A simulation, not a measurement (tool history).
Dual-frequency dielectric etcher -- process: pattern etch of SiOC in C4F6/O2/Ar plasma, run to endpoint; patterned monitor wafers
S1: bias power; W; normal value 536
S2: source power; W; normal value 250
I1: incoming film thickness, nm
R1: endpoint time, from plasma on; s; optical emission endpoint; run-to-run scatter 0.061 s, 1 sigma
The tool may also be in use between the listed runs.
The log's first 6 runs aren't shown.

run,hour,S1,S2,I1,R1
7,64.5,614,250,30.20,9.7
8,70.7,591,230,30.43,10.3
9,88.1,591,230,30.30,10.2
10,99.2,591,230,30.28,10.3
11,111.1,536,280,30.32,9.9
# hour 148.3: wet clean of the chamber
12,148.8,536,280,30.28,10.5
13,149.1,536,280,30.54,10.5
14,156.2,536,270,30.41,10.6
# hour 164.1: bias power generator calibrated
15,166.8,536,270,30.39,10.6
16,178.8,536,270,30.41,10.5
# hour 197.4: source power generator calibrated
17,197.9,536,250,30.46,10.9
18,205.0,431,310,30.57,11.2
19,220.1,415,290,30.33,11.8
20,230.3,423,310,30.68,11.5

What will run 21 give?
21,236.8,641,270,30.54,?

Logged for run 21: R1 9.5 s.
Had the tool carried no hidden state, the very same run would have given R1 9.7 s.
